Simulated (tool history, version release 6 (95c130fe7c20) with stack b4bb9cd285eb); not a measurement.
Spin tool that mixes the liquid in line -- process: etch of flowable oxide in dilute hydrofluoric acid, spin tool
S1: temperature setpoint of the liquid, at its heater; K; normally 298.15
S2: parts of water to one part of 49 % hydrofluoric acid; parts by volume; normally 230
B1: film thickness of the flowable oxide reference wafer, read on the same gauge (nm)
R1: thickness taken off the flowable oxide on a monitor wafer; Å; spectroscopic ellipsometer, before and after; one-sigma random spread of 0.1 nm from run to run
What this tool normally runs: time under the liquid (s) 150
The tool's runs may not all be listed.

run 1 hour=0.0 | S1=298.15 S2=230 time_under_the_liquid_(s)=150 | B1=100.03 | R1=187.9
run 2 hour=53.9 | S1=298.15 S2=230 time_under_the_liquid_(s)=150 | B1=99.95 | R1=188.5
run 3 hour=97.6 | S1=298.15 S2=230 time_under_the_liquid_(s)=150 | B1=100.06 | R1=187.8
run 4 hour=157.6 | S1=298.15 S2=230 time_under_the_liquid_(s)=150 | B1=99.97 | R1=190.7
run 5 hour=189.8 | S1=298.15 S2=230 time_under_the_liquid_(s)=150 | B1=99.98 | R1=189.2
-- hour=215.8 gauge calibrated
run 6 hour=238.8 | S1=298.15 S2=230 time_under_the_liquid_(s)=150 | B1=99.99 | R1=190.4
-- hour=296.3 thermometer replaced
run 7 hour=298.9 | S1=298.15 S2=230 time_under_the_liquid_(s)=150 | B1=100.04 | R1=196.9
run 8 hour=324.7 | S1=298.15 S2=230 time_under_the_liquid_(s)=180 | B1=99.99 | R1=238.6
run 9 hour=396.7 | S1=298.15 S2=230 time_under_the_liquid_(s)=230 | B1=99.96 | R1=305.4
run 10 hour=423.5 | S1=301.15 S2=230 time_under_the_liquid_(s)=150 | B1=99.99 | R1=220.6
-- hour=441.1 thermometer replaced, repeated, since the last time left the tool worse
-- hour=461.6 hydrofluoric acid flow meter replaced
run 11 hour=462.4 | S1=298.15 S2=230 time_under_the_liquid_(s)=225 | B1=99.98 | R1=271.8
run 12 hour=508.3 | S1=295.15 S2=230 time_under_the_liquid_(s)=150 | B1=99.95 | R1=159.8
-- hour=516.0 gauge calibrated
run 13 hour=557.9 | S1=298.15 S2=230 time_under_the_liquid_(s)=150 | B1=100.03 | R1=180.0
run 14 hour=585.2 | S1=298.15 S2=230 time_under_the_liquid_(s)=150 | B1=99.98 | R1=181.9
run 15 hour=617.0 | S1=298.15 S2=325 time_under_the_liquid_(s)=195 | B1=99.97 | R1=151.2

Run-by-run hidden state of the tool:
hydrofluoric acid flow above the setpoint (%): 0 at every run
gauge reads high (%): 0 at every run
H1: liquid hotter than its thermometer reads (K)
run=1 H1=1.42
run=2 H1=1.48
run=3 H1=1.54
run=4 H1=1.61
run=5 H1=1.65
run=6 H1=1.71
run=7 H1=2.87
run=8 H1=2.9
run=9 H1=2.99
run=10 H1=3.02
run=11 H1=0.259
run=12 H1=0.314
run=13 H1=0.373
run=14 H1=0.406
run=15 H1=0.444
